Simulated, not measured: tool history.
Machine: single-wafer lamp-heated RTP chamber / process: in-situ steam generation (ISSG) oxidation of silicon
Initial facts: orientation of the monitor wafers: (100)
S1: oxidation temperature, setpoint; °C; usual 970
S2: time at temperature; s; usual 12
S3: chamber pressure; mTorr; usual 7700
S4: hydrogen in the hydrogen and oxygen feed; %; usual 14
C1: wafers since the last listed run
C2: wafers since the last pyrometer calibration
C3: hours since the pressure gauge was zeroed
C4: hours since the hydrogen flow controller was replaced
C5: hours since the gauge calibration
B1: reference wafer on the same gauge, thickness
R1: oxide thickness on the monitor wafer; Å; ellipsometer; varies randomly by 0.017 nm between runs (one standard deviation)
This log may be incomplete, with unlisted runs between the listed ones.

Run 1, hour 0.0: usual settings but S4 11 %; C1 0; C2 663; C3 1949.7; C4 2715.7; C5 419.0; B1 4.151. Result: R1 35.72 Å.
Run 2, hour 66.5: usual settings but S4 11 %; C1 814; C2 1477; C3 2016.2; C4 2782.2; C5 485.5; B1 4.153. Result: R1 35.85 Å.
Run 3, hour 96.0: usual settings but S4 11 %; C1 361; C2 1839; C3 2045.7; C4 2811.7; C5 515.0; B1 4.150. Result: R1 35.84 Å.
Run 4, hour 159.4: usual settings; C1 776; C2 2616; C3 2109.1; C4 2875.1; C5 578.4; B1 4.154. Result: R1 37.87 Å.
Run 5, hour 207.8: usual settings; C1 592; C2 3209; C3 2157.5; C4 2923.5; C5 626.8; B1 4.151. Result: R1 38.25 Å.
Run 6, hour 255.0: usual settings; C1 578; C2 3787; C3 2204.7; C4 2970.7; C5 674.0; B1 4.151. Result: R1 38.02 Å.
Run 7, hour 299.3: usual settings; C1 542; C2 4330; C3 2249.0; C4 3015.0; C5 718.3; B1 4.150. Result: R1 38.40 Å.
Run 8, hour 352.8: usual settings but S4 12 %; C1 655; C2 4985; C3 2302.5; C4 3068.5; C5 771.8; B1 4.150. Result: R1 36.83 Å.
Run 9, hour 380.6: usual settings but S4 12 %; C1 340; C2 5326; C3 2330.3; C4 3096.3; C5 799.6; B1 4.151. Result: R1 37.19 Å.
Run 10, hour 419.8: usual settings but S4 12 %; C1 480; C2 5806; C3 2369.5; C4 3135.5; C5 838.8; B1 4.148. Result: R1 36.67 Å.
At hour 434.5: hydrogen flow controller replaced.
Run 11, hour 510.2: usual settings; C1 1009; C2 6815; C3 2459.9; C4 75.7; C5 929.2; B1 4.154. Result: R1 38.44 Å.
Run 12, hour 565.2: usual settings but S3 8500 mTorr; C1 673; C2 7489; C3 2514.9; C4 130.7; C5 984.2; B1 4.150. Result: R1 38.89 Å.
Run 13, hour 601.3: usual settings but S1 978 °C, S3 6900 mTorr; C1 442; C2 7931; C3 2551.0; C4 166.8; C5 1020.3; B1 4.147. Result: R1 39.67 Å.
At hour 618.5: pyrometer window cleaned and pyrometer calibrated.
At hour 644.3: gauge calibrated.
Run 14, hour 672.4: usual settings but S3 8400 mTorr; C1 773; C2 660; C3 2622.1; C4 237.9; C5 28.1; B1 4.147. Result: R1 37.97 Å.
Run 15, hour 734.8: usual settings but S1 953 °C, S3 8300 mTorr; C1 764; C2 1424; C3 2684.5; C4 300.3; C5 90.5; B1 4.150. Result: R1 36.20 Å.
At hour 749.8: pressure gauge zeroed.
Run 16, hour 777.5: usual settings but S1 963 °C, S2 14 s, S3 7100 mTorr; C1 425; C2 1849; C3 27.7; C4 343.0; C5 133.2; B1 4.150. Result: R1 39.37 Å.
Run 17, hour 830.7: usual settings but S2 14 s, S3 7100 mTorr, S4 18 %; C1 651; C2 2501; C3 80.9; C4 396.2; C5 186.4; B1 4.152. Result: R1 42.83 Å.
Run 18, hour 897.0: usual settings; C1 812; C2 3314; C3 147.2; C4 462.5; C5 252.7; B1 4.148. Result: R1 37.89 Å.
Run 19, hour 943.8: usual settings but S1 951 °C, S2 15 s; C1 573; C2 3887; C3 194.0; C4 509.3; C5 299.5; B1 4.152. Result: R1 39.65 Å.
Run 20, hour 990.1: usual settings but S1 952 °C, S2 11 s, S3 8500 mTorr; C1 567; C2 4454; C3 240.3; C4 555.6; C5 345.8; B1 4.153. Result: R1 35.31 Å.
Run 21, hour 1034.7: usual settings but S3 9100 mTorr, S4 20 %; C1 546; C2 5001; C3 284.9; C4 600.2; C5 390.4; B1 4.147. Result: R1 41.56 Å.
Run 22, hour 1073.6: usual settings; C1 476; C2 5477; C3 323.8; C4 639.1; C5 429.3; B1 4.146. Result: R1 38.58 Å.
Run 23, hour 1144.7: usual settings but S3 6900 mTorr; C1 871; C2 6348; C3 394.9; C4 710.2; C5 500.4; B1 4.149. Result: R1 38.26 Å.

Run-by-run hidden state of the tool:
true pressure minus gauge reading, Torr: 0 across all the runs
deviation of the hydrogen flow from its setpoint, %: 0 across all the runs
gauge reads high (%): 0 across all the runs
H1: true wafer temperature minus pyrometer reading, K
run     H1
  1   0.12
  2  0.412
  3  0.612
  4   1.19
  5   1.77
  6   2.44
  7   3.18
  8    4.2
  9   4.79
 10   5.68
 11   8.03
 12   9.66
 13   10.8
 14  0.708
 15  0.975
 16   1.27
 17   1.76
 18   2.58
 19   3.29
 20    4.1
 21   4.98
 22   5.83
 23   7.58
